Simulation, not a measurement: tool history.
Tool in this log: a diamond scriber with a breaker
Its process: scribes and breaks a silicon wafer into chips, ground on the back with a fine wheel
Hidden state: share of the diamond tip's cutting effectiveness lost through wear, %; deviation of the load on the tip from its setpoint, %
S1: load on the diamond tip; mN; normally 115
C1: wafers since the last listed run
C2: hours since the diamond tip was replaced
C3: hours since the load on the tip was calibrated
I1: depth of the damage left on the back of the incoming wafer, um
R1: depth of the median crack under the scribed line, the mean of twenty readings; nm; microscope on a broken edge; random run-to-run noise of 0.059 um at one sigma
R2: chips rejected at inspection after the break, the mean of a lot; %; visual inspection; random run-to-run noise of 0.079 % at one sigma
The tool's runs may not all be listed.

run   hour   S1   C1      C2      C3    I1     R1    R2
  1    0.0  115    0   870.2  1385.6  2.45   8930  5.92
  2   44.9  115  151   915.1  1430.5  1.71   8950  5.02
  3   67.4  115   76   937.6  1453.0  2.35   8870  6.60
  4   76.9  136   32   947.1  1462.5  1.54   9940  2.40
  5   92.8  115   53   963.0  1478.4  2.75   8880  7.17
  6  106.9  115   47   977.1  1492.5  1.78   8880  5.61
  7  120.0  138   44   990.2  1505.6  2.85   9970  3.79
  8  136.1  115   54  1006.3  1521.7  1.93   8910  6.08
  9  149.3  115   44  1019.5  1534.9  2.26   8840  6.34
     154.6  -- diamond tip replaced by a new one
 10  155.5  134   14     0.9  1541.1  2.95  10850  2.52
 11  166.4  134   36    11.8  1552.0  2.39  10860  1.77
 12  183.1  134   56    28.5  1568.7  1.74  10810  1.34
 13  194.5  115   38    39.9  1580.1  2.36   9820  3.35
 14  208.4  115   46    53.8  1594.0  2.12   9820  2.88
 15  223.4  115   50    68.8  1609.0  2.17   9770  3.08
 16  233.2  103   33    78.6  1618.8  2.87   8990  6.86
     236.0  -- load on the tip recalibrated
 17  245.7   91   35    91.1     9.7  1.64   9400  3.44
 18  253.3  101   25    98.7    17.3  2.03   9990  2.43
 19  269.9  127   56   115.3    33.9  1.53  11510  1.16
 20  276.6  115   22   122.0    40.6  1.74  10710  1.39
 21  283.9  115   24   129.3    47.9  2.33  10780  1.64
 22  291.8  105   26   137.2    55.8  2.04  10120  2.48
 23  306.2   97   48   151.6    70.2  1.83   9580  3.24
 24  312.6  115   21   158.0    76.6  1.54  10630  1.34
 25  328.9  145   55   174.3    92.9  2.72  12200  2.39
 26  341.2  125   41   186.6   105.2  2.72  11210  2.17
 27  372.1   82  104   217.5   136.1  1.54   8380  7.48
 28  379.5   82   24   224.9   143.5  1.53   8340  7.87
 29  387.9  139   28   233.3   151.9  2.86  11640  2.24
 30  399.7  138   39   245.1   163.7  2.19  11550  1.59

5 ways to go on from here, each from the tool as it stands after run 30. What would each give?
  A  400.3   88   2  245.7  164.3  1.91   ?   ?
  B  400.3  143   2  245.7  164.3  1.91   ?   ?
  C  400.3  102   2  245.7  164.3  1.91   ?   ?
  D  400.3  100   2  245.7  164.3  1.91   ?   ?
  E  400.3  126   2  245.7  164.3  1.91   ?   ?

run     R1    R2
  A   8710  6.12
  B  11850  1.44
  C   9560  3.21
  D   9440  3.53
  E  10930  1.26
With no hidden state in the tool, these same runs would have given:
run     R1    R2
  A   9410  3.61
  B  12810  2.56
  C  10330  1.75
  D  10200  1.92
  E  11810  1.41
